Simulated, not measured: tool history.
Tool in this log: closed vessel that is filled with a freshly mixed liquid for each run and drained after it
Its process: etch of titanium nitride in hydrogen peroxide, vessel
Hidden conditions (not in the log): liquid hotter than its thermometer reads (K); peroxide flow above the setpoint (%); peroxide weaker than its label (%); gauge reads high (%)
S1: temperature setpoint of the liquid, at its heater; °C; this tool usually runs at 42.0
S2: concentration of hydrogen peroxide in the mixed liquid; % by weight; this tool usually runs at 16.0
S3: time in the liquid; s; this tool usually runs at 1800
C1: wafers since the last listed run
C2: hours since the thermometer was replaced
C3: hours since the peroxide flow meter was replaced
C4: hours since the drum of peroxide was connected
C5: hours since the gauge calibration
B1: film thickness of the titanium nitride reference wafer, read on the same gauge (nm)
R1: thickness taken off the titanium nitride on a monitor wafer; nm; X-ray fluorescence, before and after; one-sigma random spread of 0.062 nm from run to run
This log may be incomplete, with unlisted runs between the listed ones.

| run | hour | S1 | S2 | S3 | C1 | C2 | C3 | C4 | C5 | B1 | R1 |
|---|---|---|---|---|---|---|---|---|---|---|---|
| 1 | 0.0 | 48.5 | 16.0 | 2125 | 0 | 1329.5 | 660.1 | 854.6 | 386.3 | 120.00 | 41.29 |
| 2 | 17.0 | 48.5 | 16.0 | 2125 | 853 | 1346.5 | 677.1 | 871.6 | 403.3 | 120.03 | 41.31 |
| 3 | 33.7 | 42.0 | 16.0 | 1800 | 838 | 1363.2 | 693.8 | 888.3 | 420.0 | 119.98 | 21.62 |
|  | 36.8 | thermometer replaced |
|  | 41.3 | new drum of peroxide connected |
| 4 | 44.8 | 42.0 | 16.0 | 1800 | 456 | 8.0 | 704.9 | 3.5 | 431.1 | 120.01 | 22.06 |
| 5 | 61.1 | 42.0 | 16.0 | 1275 | 818 | 24.3 | 721.2 | 19.8 | 447.4 | 119.99 | 15.57 |
|  | 62.2 | gauge calibrated |
| 6 | 76.3 | 42.0 | 16.0 | 1275 | 762 | 39.5 | 736.4 | 35.0 | 14.1 | 120.04 | 15.64 |
| 7 | 92.1 | 42.0 | 16.0 | 1275 | 792 | 55.3 | 752.2 | 50.8 | 29.9 | 120.00 | 15.58 |
| 8 | 109.6 | 42.0 | 16.0 | 1800 | 878 | 72.8 | 769.7 | 68.3 | 47.4 | 120.02 | 22.09 |
| 9 | 119.2 | 42.0 | 16.0 | 1800 | 481 | 82.4 | 779.3 | 77.9 | 57.0 | 120.02 | 21.96 |
| 10 | 136.6 | 42.0 | 16.0 | 1800 | 873 | 99.8 | 796.7 | 95.3 | 74.4 | 120.00 | 22.01 |
| 11 | 149.7 | 42.0 | 21.0 | 1800 | 657 | 112.9 | 809.8 | 108.4 | 87.5 | 119.99 | 23.35 |
| 12 | 161.3 | 37.0 | 16.0 | 2145 | 582 | 124.5 | 821.4 | 120.0 | 99.1 | 119.98 | 17.78 |
| 13 | 170.0 | 50.5 | 18.0 | 2720 | 436 | 133.2 | 830.1 | 128.7 | 107.8 | 120.02 | 63.82 |
| 14 | 187.4 | 36.0 | 20.5 | 1800 | 873 | 150.6 | 847.5 | 146.1 | 125.2 | 119.97 | 14.61 |
| 15 | 195.4 | 42.0 | 16.0 | 1275 | 401 | 158.6 | 855.5 | 154.1 | 133.2 | 119.99 | 15.55 |
|  | 207.1 | peroxide flow meter replaced |
| 16 | 214.7 | 51.5 | 19.0 | 990 | 918 | 177.9 | 7.6 | 173.4 | 152.5 | 120.02 | 24.73 |
| 17 | 230.6 | 42.0 | 14.0 | 1155 | 797 | 193.8 | 23.5 | 189.3 | 168.4 | 120.01 | 13.35 |
| 18 | 245.5 | 42.0 | 16.0 | 1800 | 747 | 208.7 | 38.4 | 204.2 | 183.3 | 120.00 | 21.44 |
| 19 | 255.5 | 42.0 | 14.5 | 2680 | 501 | 218.7 | 48.4 | 214.2 | 193.3 | 120.02 | 31.21 |
| 20 | 261.5 | 34.5 | 19.5 | 2420 | 301 | 224.7 | 54.4 | 220.2 | 199.3 | 120.02 | 16.82 |
| 21 | 275.2 | 33.0 | 12.0 | 1800 | 687 | 238.4 | 68.1 | 233.9 | 213.0 | 120.00 | 9.99 |
| 22 | 283.9 | 42.0 | 13.5 | 1800 | 436 | 247.1 | 76.8 | 242.6 | 221.7 | 119.99 | 20.78 |
| 23 | 294.7 | 39.5 | 20.5 | 910 | 542 | 257.9 | 87.6 | 253.4 | 232.5 | 119.97 | 9.43 |
| 24 | 303.4 | 34.5 | 16.0 | 1800 | 436 | 266.6 | 96.3 | 262.1 | 241.2 | 120.00 | 12.02 |
| 25 | 316.2 | 42.0 | 16.0 | 1800 | 642 | 279.4 | 109.1 | 274.9 | 254.0 | 120.01 | 21.44 |
| 26 | 332.9 | 42.0 | 12.0 | 1800 | 838 | 296.1 | 125.8 | 291.6 | 270.7 | 119.95 | 20.20 |
| 27 | 340.0 | 49.0 | 16.0 | 1800 | 356 | 303.2 | 132.9 | 298.7 | 277.8 | 119.97 | 36.20 |
| 28 | 346.4 | 42.0 | 12.0 | 2735 | 321 | 309.6 | 139.3 | 305.1 | 284.2 | 119.96 | 30.70 |
| 29 | 356.7 | 35.5 | 14.0 | 2550 | 516 | 319.9 | 149.6 | 315.4 | 294.5 | 120.00 | 17.86 |

What if the next run were any one of these 4? Each begins from the tool's condition after run 29:
| A | 357.8 | 42.0 | 13.0 | 1800 | 55 | 321.0 | 150.7 | 316.5 | 295.6 | ? | ? |
| B | 357.8 | 47.5 | 12.0 | 1800 | 55 | 321.0 | 150.7 | 316.5 | 295.6 | ? | ? |
| C | 357.8 | 37.5 | 20.0 | 995 | 55 | 321.0 | 150.7 | 316.5 | 295.6 | ? | ? |
| D | 357.8 | 42.0 | 16.0 | 765 | 55 | 321.0 | 150.7 | 316.5 | 295.6 | ? | ? |

| run | B1 | R1 |
|---|---|---|
| A | 120.00 | 20.59 |
| B | 120.00 | 30.53 |
| C | 120.00 | 8.82 |
| D | 120.00 | 9.14 |
Without the tool's unlogged condition, the same runs would have read:
| run | R1 |
|---|---|
| A | 20.66 |
| B | 30.63 |
| C | 8.84 |
| D | 9.17 |
